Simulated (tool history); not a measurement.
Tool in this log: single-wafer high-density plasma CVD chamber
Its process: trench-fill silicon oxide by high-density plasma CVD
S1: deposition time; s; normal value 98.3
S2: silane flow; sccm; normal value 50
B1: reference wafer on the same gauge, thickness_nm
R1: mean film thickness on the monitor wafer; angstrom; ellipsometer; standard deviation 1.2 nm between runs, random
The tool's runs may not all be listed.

run,hour,S1,S2,B1,R1
1,0,92.5,50,629.027,5194.2
2,76.7,92.5,50,628.974,5183.46
3,128.2,92.5,50,629.506,5200.09
4,182.8,98.3,50,629.018,5505.5
5,257,98.3,50,629.394,5549.33
6,320.6,106.4,44,628.802,5474.08
7,397.7,106.4,44,629.152,5479.86
8,495.5,106.4,44,628.912,5493.64
9,592.5,98.3,50,629.457,5551.95
10,761.9,98.3,50,629.108,5550.41
11,858.1,98.3,47,629.851,5339.21
12,918.8,92.9,50,628.919,5261.1
# hour 1076: silane flow controller replaced
13,1198.9,111.3,50,629.851,6036.93
14,1254.5,92.9,50,629.024,5054.58
15,1356.6,98.3,50,629.73,5349.4
# hour 1370.5: gauge calibrated
16,1598.6,98.3,47,629,5113.8
17,1700.2,105.1,59,628.771,6454.62
18,1776.7,112.4,46,628.881,5749.56
19,2002.5,82.5,43,628.555,4055.03
20,2051.9,113.5,59,629.385,7012.67

Here are 5 independent what-if runs from the current tool condition. What would each one return?
A,2052.3,98.3,50,?,?
B,2052.3,110.1,54,?,?
C,2052.3,114.6,43,?,?
D,2052.3,103.9,42,?,?
E,2052.3,84.8,44,?,?

run,B1,R1
A,629.23,5373.03
B,629.23,6365.28
C,629.23,5631.42
D,629.23,5023.7
E,629.23,4233.92
Take away the tool's hidden state, keep each run's random variation, and the runs would have read:
run,R1
A,5317.27
B,6299.22
C,5572.98
D,4971.57
E,4189.99
